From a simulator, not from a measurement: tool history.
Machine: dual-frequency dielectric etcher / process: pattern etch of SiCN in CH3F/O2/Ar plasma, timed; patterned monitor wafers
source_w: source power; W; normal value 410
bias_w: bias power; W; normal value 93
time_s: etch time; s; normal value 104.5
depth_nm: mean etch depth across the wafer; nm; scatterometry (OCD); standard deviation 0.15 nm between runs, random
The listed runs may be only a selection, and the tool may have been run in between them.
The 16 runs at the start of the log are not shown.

run   hour  source_w  bias_w  time_s  read-back reference wafer on the same gauge, depth_nm  depth_nm
 17  406.6       410      93   104.5                                                  43.89     44.63
 18  429.3       330      93   125.0                                                  43.87     50.28
 19  444.5       380     106   132.5                                                  43.85     57.12
 20  471.8       410      93   104.5                                                  43.86     44.49
 21  487.8       410      93    94.0                                                  43.87     40.18
 22  509.4       410      93   104.5                                                  43.85     44.34
 23  535.1       490      93   118.0                                                  43.94     52.68
     539.3  -- gauge calibrated
 24  572.1       480      93    90.5                                                  43.37     39.70

Run 25 is up next; what results do you expect?
 25  589.3       380     107   104.5                                                      ?         ?

read-back reference wafer on the same gauge, depth_nm: 43.40
depth_nm: 44.75 nm
Without the tool's hidden state the same run would have given depth_nm 44.53 nm.
